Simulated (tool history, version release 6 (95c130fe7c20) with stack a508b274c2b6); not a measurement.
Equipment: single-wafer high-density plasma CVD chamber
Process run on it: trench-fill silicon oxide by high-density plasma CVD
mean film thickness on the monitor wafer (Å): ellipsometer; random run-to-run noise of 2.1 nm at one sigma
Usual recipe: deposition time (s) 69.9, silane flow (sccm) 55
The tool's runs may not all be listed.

run	hour	deposition time (s)	silane flow (sccm)	read-back reference wafer on the same gauge, thickness_nm	mean film thickness on the monitor wafer (Å)
1	0	60.5	55	390.922	3691.43
2	61.3	60.5	55	390.704	3733.55
3	162.5	78.4	63	390.636	5402.06
4	245.7	78.4	63	391.257	5397.38
5	296.8	69.9	55	391.002	4317.96
6	390.9	69.9	55	391.127	4305.26
7	480.2	65.8	48	391.556	3598.45
8	563.2	65.8	48	390.707	3602.77
9	635.4	65.8	48	391.202	3594.58
10	678.7	74.5	55	391.409	4515.95
11	887.1	69.9	55	391.515	4216.96
12	932.2	69.9	55	391.518	4255.27
13	1020.6	69.9	55	390.867	4208.69
14	1072	69.9	55	390.687	4199.26
15	1161.5	69.9	55	391.326	4190.64
16	1251.9	63.9	55	391	3820.48
# hour 1295.9: silane flow controller replaced
17	1316.6	61.1	55	390.942	3849.79
18	1373	61.1	55	391.271	3798.47
19	1439.5	66.5	55	391.055	4123.57
20	1476.9	69.9	55	390.974	4326.27
21	1565.4	78.7	55	390.293	4932.28
22	1672.7	62.1	55	391.594	3877.12
23	1764.8	75.4	58	391.069	4886.65
# hour 1818.7: gauge calibrated
24	1841	69.9	48	391.298	3896.37
25	1887.2	78.4	55	390.512	4860.37
26	1942.6	56.2	55	390.506	3475.84
27	1986.8	75.4	58	390.901	4843.97
28	2039.6	65.1	60	390.61	4363.14
29	2170.9	58.8	49	391.009	3326.22
30	2225.9	56.2	55	391.103	3493.57
31	2329.4	69.9	55	391.215	4319.11
32	2425.1	59.3	46	391.077	3164.61
33	2461.3	78.7	55	391.022	4916.8
34	2527.1	60.8	46	390.926	3252.86
35	2611.5	78.8	55	390.967	4889.57
36	2688.3	63.4	45	391.687	3318.84
37	2915.4	83.6	62	391.133	5655.44
38	2983.9	69.9	59	390.763	4513.03
39	3087.8	69.9	55	390.814	4286.66
# hour 3123.3: silane flow controller replaced
40	3138.3	69.9	55	390.632	4354.31
41	3207.6	69.9	55	391.754	4323.09
42	3372.1	78.3	55	390.998	4832.83
43	3420.3	74.9	48	390.984	4152.53

Hidden state, per run?
gauge reads high (%): 0, the same for each run
H1: delivered silane flow above the setpoint (%)
run	H1
1	-0.934
2	-1.02
3	-1.17
4	-1.31
5	-1.4
6	-1.57
7	-1.76
8	-1.94
9	-2.11
10	-2.22
11	-2.77
12	-2.9
13	-3.17
14	-3.33
15	-3.62
16	-3.93
17	0.398
18	0.393
19	0.38
20	0.369
21	0.334
22	0.273
23	0.205
24	0.137
25	0.0911
26	0.0309
27	-0.021
28	-0.0875
29	-0.274
30	-0.361
31	-0.54
32	-0.721
33	-0.794
34	-0.933
35	-1.12
36	-1.3
37	-1.9
38	-2.1
39	-2.42
40	-0.376
41	-0.382
42	-0.43
43	-0.453

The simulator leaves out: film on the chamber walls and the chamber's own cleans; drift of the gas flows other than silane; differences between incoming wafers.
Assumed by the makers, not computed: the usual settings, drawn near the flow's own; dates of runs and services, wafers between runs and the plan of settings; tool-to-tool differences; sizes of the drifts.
